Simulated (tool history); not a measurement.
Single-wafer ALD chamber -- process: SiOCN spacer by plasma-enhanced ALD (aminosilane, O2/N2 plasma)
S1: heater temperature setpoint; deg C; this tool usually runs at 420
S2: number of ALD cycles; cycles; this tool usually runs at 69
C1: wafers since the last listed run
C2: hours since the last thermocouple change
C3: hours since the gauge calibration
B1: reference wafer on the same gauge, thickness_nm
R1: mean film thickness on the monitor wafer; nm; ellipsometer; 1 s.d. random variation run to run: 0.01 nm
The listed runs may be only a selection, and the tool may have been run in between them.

Run 1, hour 0: usual settings; C1 0; C2 478; C3 953; B1 4.25. Result: R1 4.003 nm.
Run 2, hour 103.7: usual settings but S2 61 cycles; C1 487; C2 581.7; C3 1056.7; B1 4.249. Result: R1 3.555 nm.
Run 3, hour 193.6: usual settings but S2 61 cycles; C1 422; C2 671.6; C3 1146.6; B1 4.254. Result: R1 3.563 nm.
Run 4, hour 277.6: usual settings but S2 61 cycles; C1 395; C2 755.6; C3 1230.6; B1 4.251. Result: R1 3.561 nm.
Run 5, hour 351.4: usual settings; C1 347; C2 829.4; C3 1304.4; B1 4.251. Result: R1 4.007 nm.
Run 6, hour 494: usual settings; C1 670; C2 972; C3 1447; B1 4.25. Result: R1 4.016 nm.
Run 7, hour 558.3: usual settings; C1 302; C2 1036.3; C3 1511.3; B1 4.251. Result: R1 4.02 nm.
Run 8, hour 661.6: usual settings; C1 485; C2 1139.6; C3 1614.6; B1 4.249. Result: R1 4.019 nm.
Run 9, hour 729.1: usual settings; C1 317; C2 1207.1; C3 1682.1; B1 4.25. Result: R1 4.002 nm.
At hour 827: gauge calibrated.
Run 10, hour 920.3: usual settings; C1 899; C2 1398.3; C3 93.3; B1 4.251. Result: R1 3.979 nm.
Run 11, hour 961.4: usual settings; C1 193; C2 1439.4; C3 134.4; B1 4.25. Result: R1 3.975 nm.
Run 12, hour 1048.8: usual settings; C1 411; C2 1526.8; C3 221.8; B1 4.25. Result: R1 3.968 nm.
Run 13, hour 1085.3: usual settings; C1 171; C2 1563.3; C3 258.3; B1 4.251. Result: R1 3.969 nm.
Run 14, hour 1128.9: usual settings but S1 412 deg C, S2 78 cycles; C1 205; C2 1606.9; C3 301.9; B1 4.248. Result: R1 4.61 nm.
Run 15, hour 1199.3: usual settings but S1 428 deg C, S2 82 cycles; C1 331; C2 1677.3; C3 372.3; B1 4.248. Result: R1 4.588 nm.
Run 16, hour 1285.9: usual settings but S1 414 deg C, S2 77 cycles; C1 407; C2 1763.9; C3 458.9; B1 4.252. Result: R1 4.497 nm.
Run 17, hour 1336.6: usual settings; C1 238; C2 1814.6; C3 509.6; B1 4.251. Result: R1 3.936 nm.
At hour 1425.9: thermocouple changed; heater temperature recalibrated.
Run 18, hour 1498: usual settings but S1 406 deg C; C1 721; C2 72.1; C3 671; B1 4.248. Result: R1 4.209 nm.
Run 19, hour 1600.6: usual settings; C1 482; C2 174.7; C3 773.6; B1 4.25. Result: R1 4.03 nm.
Run 20, hour 1690.7: usual settings; C1 423; C2 264.8; C3 863.7; B1 4.252. Result: R1 4.02 nm.
Run 21, hour 1781.2: usual settings but S1 431 deg C, S2 81 cycles; C1 425; C2 355.3; C3 954.2; B1 4.253. Result: R1 4.578 nm.
Run 22, hour 1848.3: usual settings but S1 429 deg C, S2 60 cycles; C1 315; C2 422.4; C3 1021.3; B1 4.246. Result: R1 3.401 nm.
Run 23, hour 1894.3: usual settings but S1 414 deg C, S2 80 cycles; C1 216; C2 468.4; C3 1067.3; B1 4.248. Result: R1 4.755 nm.
Run 24, hour 2039.7: usual settings but S1 427 deg C, S2 79 cycles; C1 684; C2 613.8; C3 1212.7; B1 4.249. Result: R1 4.49 nm.

Below are 3 alternative next runs, each starting from the tool's condition after run 24. Predict each:
Run A, hour 2040.2: usual settings; C1 2; C2 614.3; C3 1213.2; B1 ?. Result: R1 ?.
Run B, hour 2040.2: usual settings but S1 408 deg C; C1 2; C2 614.3; C3 1213.2; B1 ?. Result: R1 ?.
Run C, hour 2040.2: usual settings but S1 434 deg C, S2 65 cycles; C1 2; C2 614.3; C3 1213.2; B1 ?. Result: R1 ?.

run    B1     R1
  A  4.25  4.014
  B  4.25  4.165
  C  4.25  3.615
With no hidden state in the tool, these same runs would have given:
run     R1
  A  4.026
  B  4.177
  C  3.626
